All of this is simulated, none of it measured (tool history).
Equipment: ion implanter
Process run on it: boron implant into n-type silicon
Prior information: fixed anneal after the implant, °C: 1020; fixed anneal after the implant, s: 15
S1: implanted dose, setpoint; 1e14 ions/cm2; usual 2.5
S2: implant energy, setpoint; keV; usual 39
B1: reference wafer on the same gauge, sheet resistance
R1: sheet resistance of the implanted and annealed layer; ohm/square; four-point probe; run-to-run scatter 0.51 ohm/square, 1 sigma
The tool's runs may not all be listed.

run    hour    S1    S2      B1      R1
  1       0   2.5    39  317.84  334.14
  2    60.1   2.5    39  318.08  333.77
  3   134.8   2.5    39  318.08  333.21
      229.7  -- Faraday cup replaced and dose calibrated
  4   451.5   2.5    39  318.14  338.21
  5   488.4  2.67    39  317.97  320.37
  6   552.5  2.14  32.5  317.88  389.57
  7   651.3   2.5    39  318.16  336.62
  8   744.2   2.5    30  318.01  346.56
  9   818.6   2.5    30  317.84  345.98
 10   892.1  1.94    42  318.05  402.54
 11   968.3  1.94    42  318.14  401.89
 12  1015.1  1.94    42  317.93  402.46
 13  1102.7   2.5    39  318.11  334.47
 14  1200.5   2.5    39  317.96  333.55
 15  1245.2   2.5    39  317.79  333.84
 16  1295.4   2.5    39  318.16  333.23
 17  1339.9   2.5    39  317.97  333.78
     1408.9  -- gauge calibrated
 18    1419  1.92  33.5  318.11  414.65
 19  1507.7  3.05    32  318.17  290.39
     1540.5  -- Faraday cup replaced and dose calibrated
 20  1579.5  2.07    39  317.92  390.35
     1628.1  -- extraction supply calibrated
 21  1633.5  2.93  29.5  318.04  308.12
 22  1723.2  2.07  34.5     318  398.06
 23  1816.1  2.16  44.5  317.85  371.44
 24  1885.5  2.07  34.5  317.82  395.79
 25  1934.8  3.24    46  318.18  269.79
 26  1993.7  2.05    39  317.96  391.99
 27  2039.6  2.91  52.5     318  287.84
 28  2140.6  3.15    46  318.05  274.78
 29  2246.8  2.93  29.5  318.12  305.22
 30  2333.9   2.5    39  317.91  334.43
 31  2440.6  2.81  50.5  318.08  295.26
 32  2547.4  2.23    39  318.18  364.04
 33  2611.5  1.78    44  317.97  423.65
 34  2660.4  3.02    39  318.03  286.93
 35  2757.3   2.5    39  318.13  332.97
 36    2849  1.87    32  318.09  426.69

Results for each run, recomputed without the tool's hidden state and with each run's random variation untouched:
The tool's hidden condition here consists of: deviation of the true dose from the Faraday cup's reading, %; deviation of the true energy from its setpoint, %; gauge reads high (%).
run      R1
  1  340.37
  2  340.32
  3  340.18
  4  340.59
  5  322.83
  6  393.01
  7  340.14
  8  350.74
  9  350.59
 10  408.46
 11  408.33
 12  409.22
 13  340.56
 14  340.18
 15  340.74
 16   340.4
 17  341.22
 18  424.54
 19  297.73
 20  393.41
 21  309.36
 22  400.24
 23  374.04
 24  399.06
 25   272.3
 26  395.93
 27  291.01
 28  278.32
 29   309.7
 30  339.78
 31  300.55
 32  371.15
 33  432.28
 34   293.2
 35   340.7
 36  437.33
